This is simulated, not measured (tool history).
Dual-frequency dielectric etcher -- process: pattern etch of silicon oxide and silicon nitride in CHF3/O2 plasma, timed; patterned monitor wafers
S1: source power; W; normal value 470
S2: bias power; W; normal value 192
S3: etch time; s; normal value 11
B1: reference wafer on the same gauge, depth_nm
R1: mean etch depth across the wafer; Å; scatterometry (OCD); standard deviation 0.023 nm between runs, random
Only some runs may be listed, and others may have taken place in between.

run,day,S1,S2,S3,B1,R1
1,0,470,192,11,13.21,149.1
2,0.25,470,192,11,13.2,149.7
3,0.996,470,192,11,13.2,149.5
4,1.517,380,192,11,13.2,136.3
5,1.962,470,192,11,13.2,149.2
6,2.338,410,192,11,13.2,141.2
7,2.867,410,192,11,13.2,141
8,3.333,540,192,11,13.2,157.9
9,3.667,540,192,11,13.19,158
10,4.242,540,192,11,13.2,157.8
11,4.95,470,167,11,13.2,141.8
# day 5.888: gauge calibrated
# day 6.117: wet clean of the chamber
# day 6.225: source power generator calibrated
12,6.312,470,192,11,13.19,152.1
13,6.912,470,192,11,13.21,152
14,7.575,470,192,11,13.2,152
# day 8.25: bias power generator calibrated
15,8.271,470,192,11,13.19,151.5
16,8.604,470,214,14.5,13.21,207.7
17,8.954,420,237,14.5,13.21,206.1
18,9.338,470,192,10,13.2,137.9
19,9.896,470,192,11,13.19,151.5
20,10.433,570,215,9,13.21,139.7
21,10.925,550,192,11,13.19,161.8
22,11.404,410,192,11,13.19,143.3
# day 12.583: upper electrode replaced
23,12.604,470,192,11,13.21,151.1
24,12.621,560,192,11,13.2,162.5
25,12.988,540,192,12.5,13.2,182.5
26,13.471,580,192,9.5,13.2,142.3
27,13.871,470,222,11,13.19,159.7
28,14.238,370,170,10,13.2,119.1
29,14.962,360,166,14,13.19,162.8
30,15.292,530,172,14,13.2,194.3
31,15.979,360,146,11,13.2,122.1

3 ways to go on from here, each from the tool as it stands after run 31. What would each give?
A,15.996,470,157,11,?,?
B,15.996,470,222,14.5,?,?
C,15.996,470,204,11,?,?

run,B1,R1
A,13.21,140.1
B,13.21,209.5
C,13.21,154
Without the tool's hidden state the same runs would have given:
run,R1
A,140.7
B,210.3
C,154.6
